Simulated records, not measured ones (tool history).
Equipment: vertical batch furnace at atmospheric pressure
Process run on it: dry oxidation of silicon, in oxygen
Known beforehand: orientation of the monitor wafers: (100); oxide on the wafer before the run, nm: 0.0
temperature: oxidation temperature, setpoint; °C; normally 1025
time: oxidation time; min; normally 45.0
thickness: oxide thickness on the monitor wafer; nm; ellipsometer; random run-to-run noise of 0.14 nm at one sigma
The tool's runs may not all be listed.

run	hour	temperature	time	wafers since the last listed run	hours since the last temperature calibration	hours since the boat lift was adjusted	hours since the gauge calibration	read-back reference wafer on the same gauge, thickness	thickness
1	0.0	1025	45.0	0	3137.0	5404.2	230.6	46.11	51.79
2	52.4	1025	39.0	492	3189.4	5456.6	283.0	46.11	47.29
3	116.2	1010	53.5	599	3253.2	5520.4	346.8	46.10	50.34
4	187.5	1010	53.5	669	3324.5	5591.7	418.1	46.10	50.44
5	217.3	1013	45.0	279	3354.3	5621.5	447.9	46.12	46.50
6	265.9	1013	45.0	456	3402.9	5670.1	496.5	46.09	46.41
7	319.8	1025	45.0	506	3456.8	5724.0	550.4	46.12	51.95
8	354.4	1025	45.0	325	3491.4	5758.6	585.0	46.11	51.67
9	393.1	1025	45.0	363	3530.1	5797.3	623.7	46.11	51.71
10	446.0	1025	45.0	497	3583.0	5850.2	676.6	46.14	51.81
# hour 479.5: boat lift adjusted
11	505.4	1025	45.0	332	3642.4	25.9	736.0	46.05	51.76
12	563.3	1025	45.0	544	3700.3	83.8	793.9	46.19	51.93
13	666.1	1025	27.0	965	3803.1	186.6	896.7	46.08	38.05
14	704.5	1025	29.5	360	3841.5	225.0	935.1	46.06	40.17
15	743.6	1014	29.5	367	3880.6	264.1	974.2	46.11	36.35
16	809.0	1025	45.0	614	3946.0	329.5	1039.6	46.07	51.88
17	899.1	1005	30.0	846	4036.1	419.6	1129.7	46.17	34.03
# hour 978.6: thermocouples replaced and temperature profile calibrated
18	979.1	1040	62.5	526	0.5	499.6	1209.7	46.01	69.84
19	1008.1	1043	24.0	272	29.5	528.6	1238.7	46.11	39.96
20	1046.0	1025	45.0	356	67.4	566.5	1276.6	46.15	49.91
# hour 1067.1: gauge calibrated
21	1104.1	1025	45.0	545	125.5	624.6	37.0	46.09	49.95
22	1158.2	1048	61.5	508	179.6	678.7	91.1	46.09	74.42
23	1225.5	1042	31.5	632	246.9	746.0	158.4	46.08	46.69
24	1279.1	1025	45.0	503	300.5	799.6	212.0	46.12	50.06
25	1343.8	1025	45.0	607	365.2	864.3	276.7	46.07	50.19

Alternative continuations, all from the tool just after run 25; predict every row:
A	1349.1	1025	45.0	49	370.5	869.6	282.0	?	?
B	1349.1	1036	45.0	49	370.5	869.6	282.0	?	?
C	1349.1	1012	34.0	49	370.5	869.6	282.0	?	?
D	1349.1	1017	45.0	49	370.5	869.6	282.0	?	?

run	read-back reference wafer on the same gauge, thickness	thickness
A	46.07	50.26
B	46.07	55.41
C	46.07	37.67
D	46.07	46.73
Without the tool's unlogged condition, the same runs would have read:
run	thickness
A	49.52
B	54.62
C	37.12
D	46.03

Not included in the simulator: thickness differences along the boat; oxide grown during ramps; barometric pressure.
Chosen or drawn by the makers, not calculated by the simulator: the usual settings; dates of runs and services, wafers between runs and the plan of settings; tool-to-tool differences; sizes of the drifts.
